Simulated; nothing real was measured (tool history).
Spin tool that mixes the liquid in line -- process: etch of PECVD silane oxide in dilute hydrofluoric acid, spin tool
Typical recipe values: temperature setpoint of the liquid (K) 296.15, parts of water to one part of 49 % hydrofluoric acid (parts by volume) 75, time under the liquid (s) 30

| run | hour | temperature setpoint of the liquid (K) | parts of water to one part of 49 % hydrofluoric acid (parts by volume) | time under the liquid (s) | wafers since the last listed run | hours since the thermometer was replaced | hours since the hydrofluoric acid flow meter was replaced | hours since the gauge calibration | read-back film thickness of the PECVD silane oxide reference wafer, read on the same gauge (nm) | thickness taken off the PECVD silane oxide on a monitor wafer (Å) |
|---|---|---|---|---|---|---|---|---|---|---|
| 1 | 0 | 296.15 | 75 | 30 | 0 | 559.2 | 396.3 | 301.1 | 109.98 | 199.5 |
| 2 | 29.6 | 296.15 | 75 | 30 | 531 | 588.8 | 425.9 | 330.7 | 109.96 | 197 |
|  | 52.1 | gauge calibrated |
| 3 | 65.5 | 296.15 | 75 | 30 | 644 | 624.7 | 461.8 | 13.4 | 109.99 | 197.4 |
| 4 | 94.4 | 296.15 | 75 | 30 | 518 | 653.6 | 490.7 | 42.3 | 110.03 | 200.9 |
| 5 | 125.9 | 296.15 | 75 | 30 | 565 | 685.1 | 522.2 | 73.8 | 110.03 | 199.9 |
| 6 | 156.1 | 296.15 | 75 | 30 | 542 | 715.3 | 552.4 | 104 | 110.01 | 201.6 |
|  | 167.1 | thermometer replaced |
| 7 | 168.6 | 296.15 | 75 | 30 | 206 | 1.5 | 564.9 | 116.5 | 109.99 | 200.7 |
|  | 181.2 | hydrofluoric acid flow meter replaced |
| 8 | 186.5 | 296.15 | 75 | 30 | 303 | 19.4 | 5.3 | 134.4 | 110.01 | 200.4 |
| 9 | 199 | 296.15 | 50 | 20 | 224 | 31.9 | 17.8 | 146.9 | 110 | 202.3 |
| 10 | 276.9 | 292.65 | 55 | 30 | 1398 | 109.8 | 95.7 | 224.8 | 110.02 | 239.3 |
| 11 | 312.2 | 296.15 | 75 | 30 | 633 | 145.1 | 131 | 260.1 | 109.99 | 197.5 |
| 12 | 333.1 | 296.15 | 75 | 15 | 375 | 166 | 151.9 | 281 | 110 | 98.7 |
| 13 | 347.6 | 300.65 | 45 | 15 | 260 | 180.5 | 166.4 | 295.5 | 110 | 204.9 |
|  | 360.1 | gauge calibrated |
| 14 | 383.6 | 296.15 | 75 | 30 | 646 | 216.5 | 202.4 | 23.5 | 110.02 | 202.1 |
| 15 | 396.9 | 296.15 | 100 | 15 | 238 | 229.8 | 215.7 | 36.8 | 109.99 | 72 |
| 16 | 419.3 | 296.15 | 55 | 40 | 402 | 252.2 | 238.1 | 59.2 | 109.99 | 372.7 |
| 17 | 447.3 | 296.15 | 75 | 30 | 502 | 280.2 | 266.1 | 87.2 | 110.01 | 197.9 |
| 18 | 476 | 297.65 | 75 | 35 | 515 | 308.9 | 294.8 | 115.9 | 110.01 | 247.7 |

For each run, what was the tool's unlogged condition?
liquid colder than its thermometer reads (K): 0 in every run
hydrofluoric acid flow below the setpoint (%): 0 in every run
gauge reads high (%): 0 in every run
